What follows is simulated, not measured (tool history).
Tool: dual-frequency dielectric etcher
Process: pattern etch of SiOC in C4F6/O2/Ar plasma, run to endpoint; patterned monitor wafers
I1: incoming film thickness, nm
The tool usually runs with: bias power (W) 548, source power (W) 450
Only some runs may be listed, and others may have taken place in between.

{"run": 1, "hour": 0.0, "bias power (W)": 478, "source power (W)": 450, "I1": 50.6, "endpoint time (s)": 16.9}
{"run": 2, "hour": 22.7, "bias power (W)": 478, "source power (W)": 450, "I1": 50.5, "endpoint time (s)": 16.8}
{"run": 3, "hour": 52.6, "bias power (W)": 586, "source power (W)": 450, "I1": 51.1, "endpoint time (s)": 15.6}
{"run": 4, "hour": 74.4, "bias power (W)": 548, "source power (W)": 450, "I1": 50.9, "endpoint time (s)": 16.1}
{"hour": 105.8, "done": "upper electrode replaced"}
{"run": 5, "hour": 106.3, "bias power (W)": 548, "source power (W)": 450, "I1": 51.2, "endpoint time (s)": 16.2}
{"run": 6, "hour": 108.7, "bias power (W)": 548, "source power (W)": 450, "I1": 50.8, "endpoint time (s)": 16.2}
{"hour": 135.5, "done": "wet clean of the chamber"}
{"run": 7, "hour": 136.0, "bias power (W)": 548, "source power (W)": 450, "I1": 50.7, "endpoint time (s)": 15.8}
{"run": 8, "hour": 153.0, "bias power (W)": 548, "source power (W)": 450, "I1": 51.1, "endpoint time (s)": 16.0}
{"run": 9, "hour": 177.6, "bias power (W)": 548, "source power (W)": 450, "I1": 51.0, "endpoint time (s)": 15.9}
{"run": 10, "hour": 199.3, "bias power (W)": 548, "source power (W)": 450, "I1": 50.4, "endpoint time (s)": 15.7}
{"run": 11, "hour": 229.9, "bias power (W)": 548, "source power (W)": 380, "I1": 51.2, "endpoint time (s)": 16.8}
{"run": 12, "hour": 244.3, "bias power (W)": 548, "source power (W)": 380, "I1": 50.5, "endpoint time (s)": 16.6}
{"run": 13, "hour": 277.2, "bias power (W)": 610, "source power (W)": 400, "I1": 51.2, "endpoint time (s)": 15.9}
{"run": 14, "hour": 292.8, "bias power (W)": 470, "source power (W)": 450, "I1": 50.5, "endpoint time (s)": 16.9}
{"run": 15, "hour": 326.9, "bias power (W)": 592, "source power (W)": 480, "I1": 50.9, "endpoint time (s)": 15.2}
{"hour": 332.1, "done": "bias power generator calibrated"}
{"hour": 367.5, "done": "source power generator calibrated"}
{"run": 16, "hour": 378.9, "bias power (W)": 661, "source power (W)": 540, "I1": 50.5, "endpoint time (s)": 14.0}
{"run": 17, "hour": 401.2, "bias power (W)": 548, "source power (W)": 560, "I1": 50.6, "endpoint time (s)": 14.9}
{"run": 18, "hour": 427.0, "bias power (W)": 548, "source power (W)": 450, "I1": 51.0, "endpoint time (s)": 15.9}
{"run": 19, "hour": 456.8, "bias power (W)": 423, "source power (W)": 530, "I1": 50.8, "endpoint time (s)": 17.1}
{"run": 20, "hour": 516.6, "bias power (W)": 632, "source power (W)": 450, "I1": 51.0, "endpoint time (s)": 15.2}
{"run": 21, "hour": 532.3, "bias power (W)": 456, "source power (W)": 540, "I1": 51.0, "endpoint time (s)": 16.4}
{"run": 22, "hour": 546.8, "bias power (W)": 633, "source power (W)": 450, "I1": 50.9, "endpoint time (s)": 15.2}
{"run": 23, "hour": 561.6, "bias power (W)": 498, "source power (W)": 520, "I1": 51.1, "endpoint time (s)": 16.1}
{"run": 24, "hour": 579.1, "bias power (W)": 548, "source power (W)": 450, "I1": 51.0, "endpoint time (s)": 16.1}
{"run": 25, "hour": 593.5, "bias power (W)": 444, "source power (W)": 360, "I1": 51.5, "endpoint time (s)": 18.9}
{"run": 26, "hour": 605.9, "bias power (W)": 675, "source power (W)": 500, "I1": 51.1, "endpoint time (s)": 14.4}
{"run": 27, "hour": 633.4, "bias power (W)": 470, "source power (W)": 450, "I1": 51.3, "endpoint time (s)": 17.2}
{"run": 28, "hour": 649.6, "bias power (W)": 465, "source power (W)": 510, "I1": 50.7, "endpoint time (s)": 16.5}
{"run": 29, "hour": 670.4, "bias power (W)": 672, "source power (W)": 510, "I1": 50.8, "endpoint time (s)": 14.4}
{"run": 30, "hour": 704.7, "bias power (W)": 595, "source power (W)": 450, "I1": 50.9, "endpoint time (s)": 15.6}
{"run": 31, "hour": 730.3, "bias power (W)": 440, "source power (W)": 390, "I1": 50.9, "endpoint time (s)": 18.4}
{"run": 32, "hour": 753.8, "bias power (W)": 461, "source power (W)": 520, "I1": 50.4, "endpoint time (s)": 16.5}
{"hour": 778.8, "done": "wet clean of the chamber"}
{"run": 33, "hour": 779.3, "bias power (W)": 506, "source power (W)": 380, "I1": 50.7, "endpoint time (s)": 16.9}
{"run": 34, "hour": 788.8, "bias power (W)": 628, "source power (W)": 350, "I1": 50.7, "endpoint time (s)": 15.9}
{"run": 35, "hour": 814.2, "bias power (W)": 669, "source power (W)": 380, "I1": 50.6, "endpoint time (s)": 15.2}
{"run": 36, "hour": 830.2, "bias power (W)": 548, "source power (W)": 450, "I1": 51.0, "endpoint time (s)": 15.9}

Each row is a separate what-if for the run after 36, all from the same tool condition, not one after another. Results?
{"run": "A", "hour": 830.6, "bias power (W)": 428, "source power (W)": 450, "I1": 51.1, "endpoint time (s)": "?"}
{"run": "B", "hour": 830.6, "bias power (W)": 668, "source power (W)": 360, "I1": 51.1, "endpoint time (s)": "?"}
{"run": "C", "hour": 830.6, "bias power (W)": 648, "source power (W)": 550, "I1": 51.1, "endpoint time (s)": "?"}

run=A endpoint_time_(s)=17.4
run=B endpoint_time_(s)=15.5
run=C endpoint_time_(s)=14.0
Stripped of hidden state, with their random variation kept, the same runs would have yielded:
run=A endpoint_time_(s)=17.4
run=B endpoint_time_(s)=15.4
run=C endpoint_time_(s)=13.9
